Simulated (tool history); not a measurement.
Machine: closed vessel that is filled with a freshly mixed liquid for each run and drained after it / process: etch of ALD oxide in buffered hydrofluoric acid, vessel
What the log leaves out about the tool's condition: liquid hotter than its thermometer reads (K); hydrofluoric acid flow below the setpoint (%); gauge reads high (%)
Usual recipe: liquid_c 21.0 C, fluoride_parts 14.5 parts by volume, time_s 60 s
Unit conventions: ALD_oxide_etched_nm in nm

run,hour,liquid_c,fluoride_parts,time_s,wafers since the last listed run,hours since the thermometer was replaced,hours since the hydrofluoric acid flow meter was replaced,hours since the gauge calibration,"read-back film thickness of the ALD oxide reference wafer, read on the same gauge (nm)",ALD_oxide_etched_nm
1,0.0,21.0,14.5,60,0,1128.3,2424.8,381.1,100.00,56.88
2,9.2,21.0,14.5,60,1241,1137.5,2434.0,390.3,100.02,57.79
3,35.9,21.0,14.5,60,3602,1164.2,2460.7,417.0,100.01,56.49
4,52.7,21.0,14.5,60,2266,1181.0,2477.5,433.8,100.01,57.73
5,63.2,21.0,10.5,60,1416,1191.5,2488.0,444.3,99.98,78.26
6,80.4,21.0,10.5,60,2320,1208.7,2505.2,461.5,100.00,79.01
7,92.7,21.0,10.5,60,1659,1221.0,2517.5,473.8,99.98,78.82
8,99.3,21.0,14.5,60,890,1227.6,2524.1,480.4,100.04,57.16
9,110.6,21.0,14.5,60,1524,1238.9,2535.4,491.7,99.94,57.07
10,124.1,21.0,14.5,60,1821,1252.4,2548.9,505.2,99.97,57.87
11,132.5,21.0,14.5,60,1133,1260.8,2557.3,513.6,100.02,57.90
12,142.7,21.0,14.5,60,1376,1271.0,2567.5,523.8,99.96,57.49
13,154.7,21.0,14.5,60,1618,1283.0,2579.5,535.8,99.99,57.83
14,165.2,26.0,9.5,95,1416,1293.5,2590.0,546.3,100.00,178.12
15,175.5,21.0,14.5,60,1389,1303.8,2600.3,556.6,100.00,57.45
16,189.1,19.5,16.0,60,1834,1317.4,2613.9,570.2,100.07,48.64
# hour 191.7: gauge calibrated
17,195.8,24.0,11.5,35,903,1324.1,2620.6,4.1,100.05,49.54
# hour 207.7: hydrofluoric acid flow meter replaced
18,212.2,19.5,9.0,85,2077,1340.5,4.5,20.5,100.01,117.24
19,229.7,21.0,11.0,35,2360,1358.0,22.0,38.0,99.98,44.89
20,239.7,22.0,16.5,60,1349,1368.0,32.0,48.0,100.02,54.74
21,253.3,21.0,14.5,60,1834,1381.6,45.6,61.6,99.98,58.04
22,262.5,24.5,9.5,60,1241,1390.8,54.8,70.8,100.00,104.81
# hour 270.5: thermometer replaced
23,271.7,25.5,20.0,90,1106,1.2,64.0,80.0,99.98,69.68
24,283.8,21.0,14.5,90,1632,13.3,76.1,92.1,99.96,75.72
25,301.3,21.0,14.5,40,2360,30.8,93.6,109.6,100.03,33.45
26,325.4,21.0,18.5,60,3251,54.9,117.7,133.7,100.00,39.86
27,342.4,25.0,19.5,60,2293,71.9,134.7,150.7,100.05,47.36
28,355.5,21.0,14.5,60,1767,85.0,147.8,163.8,99.99,50.33
29,393.2,17.5,17.5,60,5086,122.7,185.5,201.5,100.06,34.77
30,404.7,21.0,10.0,60,1551,134.2,197.0,213.0,100.02,73.79
31,415.7,23.5,14.5,75,1484,145.2,208.0,224.0,100.03,73.29
32,428.6,21.0,14.5,60,1740,158.1,220.9,236.9,100.00,50.99
33,440.1,21.0,14.5,80,1551,169.6,232.4,248.4,100.00,68.64

Consider 5 possible next runs. They are alternatives, not a sequence: every one starts from the tool as it was left by run 33. What does each give?
A,440.8,17.0,14.5,60,94,170.3,233.1,249.1,?,?
B,440.8,17.0,14.5,75,94,170.3,233.1,249.1,?,?
C,440.8,19.0,14.5,60,94,170.3,233.1,249.1,?,?
D,440.8,23.0,17.0,30,94,170.3,233.1,249.1,?,?
E,440.8,21.0,16.0,75,94,170.3,233.1,249.1,?,?

run,"read-back film thickness of the ALD oxide reference wafer, read on the same gauge (nm)",ALD_oxide_etched_nm
A,99.98,40.90
B,99.98,51.13
C,99.98,45.80
D,99.98,24.45
E,99.98,58.11
The same runs, with their run-to-run variation unchanged, on a tool lacking any hidden condition would have given:
run,ALD_oxide_etched_nm
A,39.46
B,49.32
C,44.21
D,23.62
E,56.11

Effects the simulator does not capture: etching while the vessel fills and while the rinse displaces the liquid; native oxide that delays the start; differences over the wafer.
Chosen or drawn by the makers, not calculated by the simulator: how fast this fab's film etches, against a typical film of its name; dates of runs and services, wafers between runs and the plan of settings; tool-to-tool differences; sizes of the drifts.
